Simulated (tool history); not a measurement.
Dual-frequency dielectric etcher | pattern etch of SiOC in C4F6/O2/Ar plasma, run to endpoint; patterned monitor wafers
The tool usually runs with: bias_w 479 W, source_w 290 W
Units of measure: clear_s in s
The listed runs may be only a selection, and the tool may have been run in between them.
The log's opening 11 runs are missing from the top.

| run | hour | bias_w | source_w | incoming incoming film thickness, nm | clear_s |
|---|---|---|---|---|---|
| 12 | 592.3 | 479 | 340 | 38.4 | 14.3 |
| 13 | 638.2 | 479 | 340 | 38.52 | 14.5 |
| 14 | 663.7 | 479 | 340 | 38.34 | 14.3 |
|  | 722.5 | bias power generator calibrated |
| 15 | 723 | 479 | 290 | 38.45 | 15.2 |
| 16 | 751.4 | 515 | 310 | 38.03 | 14.4 |
| 17 | 811.2 | 479 | 310 | 38.27 | 14.9 |
| 18 | 860.2 | 479 | 290 | 38.26 | 15.3 |
|  | 922.8 | wet clean of the chamber |
| 19 | 923.3 | 427 | 290 | 38.39 | 15.7 |
| 20 | 968.6 | 479 | 290 | 38.54 | 15.1 |
|  | 1027.5 | upper electrode replaced, of another model than before |
| 21 | 1034.4 | 438 | 260 | 38.05 | 16.2 |
| 22 | 1103.5 | 479 | 290 | 38.12 | 15 |
| 23 | 1131 | 447 | 260 | 38.26 | 16.3 |
| 24 | 1195.1 | 398 | 330 | 38.33 | 14.7 |
| 25 | 1251.7 | 479 | 290 | 38.61 | 15.4 |
| 26 | 1283.8 | 549 | 270 | 38.37 | 15.4 |
| 27 | 1350.7 | 479 | 260 | 38.15 | 16 |

Run 28 is up next; what results do you expect?
|  | 1399.8 | wet clean of the chamber |
| 28 | 1400.3 | 529 | 290 | 38.26 | ? |

Run 28 yielded clear_s 14.8 s.
Were there no unlogged condition in the tool, this run, its random variation unchanged, would have produced clear_s 14.8 s.
